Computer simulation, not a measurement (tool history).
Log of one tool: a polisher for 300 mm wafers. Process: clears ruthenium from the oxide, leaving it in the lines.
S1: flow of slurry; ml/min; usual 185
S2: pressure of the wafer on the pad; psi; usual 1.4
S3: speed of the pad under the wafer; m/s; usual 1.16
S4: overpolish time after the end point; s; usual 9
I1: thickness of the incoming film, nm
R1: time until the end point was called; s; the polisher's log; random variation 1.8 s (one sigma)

| run | hour | S1 | S2 | S3 | S4 | I1 | R1 |
|---|---|---|---|---|---|---|---|
| 1 | 0 | 185 | 1.4 | 1.16 | 12 | 145 | 184.9 |
|  | 41 | worn pad replaced by a new one |
| 2 | 45.6 | 185 | 1.4 | 1.16 | 9 | 144 | 172.2 |
|  | 110.7 | slurry nozzle cleaned |
| 3 | 153.1 | 185 | 1.4 | 1.16 | 9 | 146.6 | 182.1 |
| 4 | 208.6 | 185 | 1.4 | 1.16 | 9 | 143.7 | 181.1 |
| 5 | 302.3 | 185 | 1.4 | 1.16 | 13 | 145.9 | 188.1 |
|  | 333.3 | worn pad replaced by a new one |
| 6 | 344.9 | 185 | 1.4 | 1.16 | 9 | 146.5 | 194.8 |
| 7 | 421.2 | 185 | 1.4 | 1.16 | 9 | 144.5 | 198.7 |
|  | 442.2 | slurry nozzle cleaned |
| 8 | 493.4 | 120 | 1.4 | 0.96 | 7 | 147 | 264.3 |
|  | 503.9 | worn pad replaced by a new one, repeated, since the last time left the tool worse |
|  | 549.5 | head pressure recalibrated |
| 9 | 558.1 | 160 | 1.2 | 0.76 | 7 | 145 | 308.8 |
| 10 | 665.7 | 185 | 1.4 | 0.84 | 9 | 145.8 | 246.1 |
| 11 | 709.6 | 185 | 1.4 | 1.16 | 9 | 145.1 | 181.9 |
|  | 736.8 | slurry nozzle cleaned |
|  | 782.1 | worn pad replaced by a new one |
| 12 | 796.7 | 185 | 1.1 | 1.16 | 6 | 146.1 | 221.1 |

Forecast run 13:
| 13 | 848.5 | 185 | 1.4 | 1.16 | 11 | 147.1 | ? |

Run 13 gave R1 180.6 s.
Without the tool's hidden state the same run would have given R1 176.7 s.

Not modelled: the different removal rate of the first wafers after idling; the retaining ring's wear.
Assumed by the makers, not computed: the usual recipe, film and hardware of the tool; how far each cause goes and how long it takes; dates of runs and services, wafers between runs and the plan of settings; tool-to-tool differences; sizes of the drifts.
